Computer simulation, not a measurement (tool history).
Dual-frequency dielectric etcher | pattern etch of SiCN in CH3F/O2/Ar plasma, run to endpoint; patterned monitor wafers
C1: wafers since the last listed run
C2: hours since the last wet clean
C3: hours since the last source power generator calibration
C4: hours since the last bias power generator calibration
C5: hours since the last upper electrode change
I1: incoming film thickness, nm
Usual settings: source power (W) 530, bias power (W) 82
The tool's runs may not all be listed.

Run 1, hour 0.0: usual settings; C1 0; C2 93.0; C3 1711.6; C4 3172.3; C5 4535.8; I1 8.83. Result: endpoint time (s) 21.6.
Run 2, hour 56.6: usual settings; C1 615; C2 149.6; C3 1768.2; C4 3228.9; C5 4592.4; I1 8.92. Result: endpoint time (s) 21.8.
Run 3, hour 103.9: usual settings; C1 514; C2 196.9; C3 1815.5; C4 3276.2; C5 4639.7; I1 8.95. Result: endpoint time (s) 21.9.
Run 4, hour 131.6: usual settings; C1 301; C2 224.6; C3 1843.2; C4 3303.9; C5 4667.4; I1 8.92. Result: endpoint time (s) 21.8.
Run 5, hour 186.1: usual settings; C1 593; C2 279.1; C3 1897.7; C4 3358.4; C5 4721.9; I1 8.87. Result: endpoint time (s) 21.7.
Run 6, hour 215.8: usual settings; C1 323; C2 308.8; C3 1927.4; C4 3388.1; C5 4751.6; I1 8.90. Result: endpoint time (s) 21.7.
Run 7, hour 284.8: usual settings; C1 750; C2 377.8; C3 1996.4; C4 3457.1; C5 4820.6; I1 8.84. Result: endpoint time (s) 21.5.
Run 8, hour 335.5: usual settings; C1 551; C2 428.5; C3 2047.1; C4 3507.8; C5 4871.3; I1 8.98. Result: endpoint time (s) 21.9.
Run 9, hour 379.1: usual settings but bias power (W) 78; C1 474; C2 472.1; C3 2090.7; C4 3551.4; C5 4914.9; I1 9.01. Result: endpoint time (s) 22.3.
Run 10, hour 434.9: usual settings but bias power (W) 78; C1 607; C2 527.9; C3 2146.5; C4 3607.2; C5 4970.7; I1 8.89. Result: endpoint time (s) 22.0.
Run 11, hour 494.5: usual settings but bias power (W) 78; C1 648; C2 587.5; C3 2206.1; C4 3666.8; C5 5030.3; I1 8.86. Result: endpoint time (s) 22.2.
Run 12, hour 533.7: usual settings but source power (W) 620; C1 426; C2 626.7; C3 2245.3; C4 3706.0; C5 5069.5; I1 8.89. Result: endpoint time (s) 20.2.
At hour 587.5: wet clean of the chamber.
Run 13, hour 595.0: usual settings but source power (W) 620; C1 405; C2 7.5; C3 2306.6; C4 3767.3; C5 5130.8; I1 8.85. Result: endpoint time (s) 20.0.
Run 14, hour 637.0: usual settings; C1 457; C2 49.5; C3 2348.6; C4 3809.3; C5 5172.8; I1 8.91. Result: endpoint time (s) 22.0.
Run 15, hour 694.4: usual settings; C1 624; C2 106.9; C3 2406.0; C4 3866.7; C5 5230.2; I1 8.89. Result: endpoint time (s) 21.8.
Run 16, hour 738.3: usual settings; C1 477; C2 150.8; C3 2449.9; C4 3910.6; C5 5274.1; I1 8.84. Result: endpoint time (s) 21.7.
At hour 744.3: source power generator calibrated.
Run 17, hour 803.9: usual settings; C1 670; C2 216.4; C3 59.6; C4 3976.2; C5 5339.7; I1 8.95. Result: endpoint time (s) 21.5.
Run 18, hour 830.4: usual settings but source power (W) 590, bias power (W) 96; C1 288; C2 242.9; C3 86.1; C4 4002.7; C5 5366.2; I1 8.85. Result: endpoint time (s) 19.1.
Run 19, hour 860.2: usual settings; C1 324; C2 272.7; C3 115.9; C4 4032.5; C5 5396.0; I1 8.89. Result: endpoint time (s) 21.3.
Run 20, hour 935.9: usual settings but source power (W) 430, bias power (W) 74; C1 823; C2 348.4; C3 191.6; C4 4108.2; C5 5471.7; I1 8.91. Result: endpoint time (s) 24.8.
At hour 945.7: bias power generator calibrated.
Run 21, hour 1025.8: usual settings but bias power (W) 72; C1 934; C2 438.3; C3 281.5; C4 80.1; C5 5561.6; I1 8.89. Result: endpoint time (s) 22.4.
Run 22, hour 1064.7: usual settings but source power (W) 420; C1 423; C2 477.2; C3 320.4; C4 119.0; C5 5600.5; I1 8.89. Result: endpoint time (s) 24.5.
Run 23, hour 1098.0: usual settings; C1 362; C2 510.5; C3 353.7; C4 152.3; C5 5633.8; I1 8.95. Result: endpoint time (s) 21.5.
At hour 1145.8: wet clean of the chamber.
Run 24, hour 1146.3: usual settings but bias power (W) 98; C1 264; C2 0.5; C3 402.0; C4 200.6; C5 5682.1; I1 8.91. Result: endpoint time (s) 20.4.
Run 25, hour 1179.7: usual settings but source power (W) 460, bias power (W) 98; C1 363; C2 33.9; C3 435.4; C4 234.0; C5 5715.5; I1 8.91. Result: endpoint time (s) 22.0.
Run 26, hour 1249.9: usual settings but source power (W) 400, bias power (W) 98; C1 763; C2 104.1; C3 505.6; C4 304.2; C5 5785.7; I1 8.89. Result: endpoint time (s) 23.9.
Run 27, hour 1306.1: usual settings but source power (W) 600, bias power (W) 72; C1 611; C2 160.3; C3 561.8; C4 360.4; C5 5841.9; I1 8.76. Result: endpoint time (s) 20.6.
At hour 1371.0: upper electrode replaced.
Run 28, hour 1374.9: usual settings but source power (W) 460, bias power (W) 63; C1 487; C2 229.1; C3 630.6; C4 429.2; C5 3.9; I1 8.92. Result: endpoint time (s) 24.9.
Run 29, hour 1446.8: usual settings but bias power (W) 92; C1 782; C2 301.0; C3 702.5; C4 501.1; C5 75.8; I1 8.86. Result: endpoint time (s) 20.7.
Run 30, hour 1495.1: usual settings but source power (W) 450, bias power (W) 63; C1 525; C2 349.3; C3 750.8; C4 549.4; C5 124.1; I1 8.91. Result: endpoint time (s) 25.2.
Run 31, hour 1554.4: usual settings; C1 645; C2 408.6; C3 810.1; C4 608.7; C5 183.4; I1 8.84. Result: endpoint time (s) 21.6.
Run 32, hour 1586.4: usual settings but source power (W) 630, bias power (W) 88; C1 348; C2 440.6; C3 842.1; C4 640.7; C5 215.4; I1 8.90. Result: endpoint time (s) 19.4.
Run 33, hour 1630.2: usual settings; C1 476; C2 484.4; C3 885.9; C4 684.5; C5 259.2; I1 8.85. Result: endpoint time (s) 21.5.
Run 34, hour 1679.7: usual settings; C1 538; C2 533.9; C3 935.4; C4 734.0; C5 308.7; I1 8.90. Result: endpoint time (s) 21.7.
Run 35, hour 1734.7: usual settings but source power (W) 430; C1 598; C2 588.9; C3 990.4; C4 789.0; C5 363.7; I1 9.00. Result: endpoint time (s) 24.5.
At hour 1800.5: wet clean of the chamber.
Run 36, hour 1801.0: usual settings; C1 460; C2 0.5; C3 1056.7; C4 855.3; C5 430.0; I1 8.94. Result: endpoint time (s) 21.7.

3 ways to go on from here, each from the tool as it stands after run 36. What would each give?
Run A, hour 1801.4: usual settings; C1 4; C2 0.9; C3 1057.1; C4 855.7; C5 430.4; I1 8.92. Result: endpoint time (s) ?.
Run B, hour 1801.4: usual settings but source power (W) 460, bias power (W) 100; C1 4; C2 0.9; C3 1057.1; C4 855.7; C5 430.4; I1 8.92. Result: endpoint time (s) ?.
Run C, hour 1801.4: usual settings but source power (W) 440, bias power (W) 72; C1 4; C2 0.9; C3 1057.1; C4 855.7; C5 430.4; I1 8.92. Result: endpoint time (s) ?.

run  endpoint time (s)
  A               21.8
  B               22.1
  C               25.0
Without the tool's hidden state the same runs would have given:
run  endpoint time (s)
  A               21.5
  B               21.9
  C               24.7
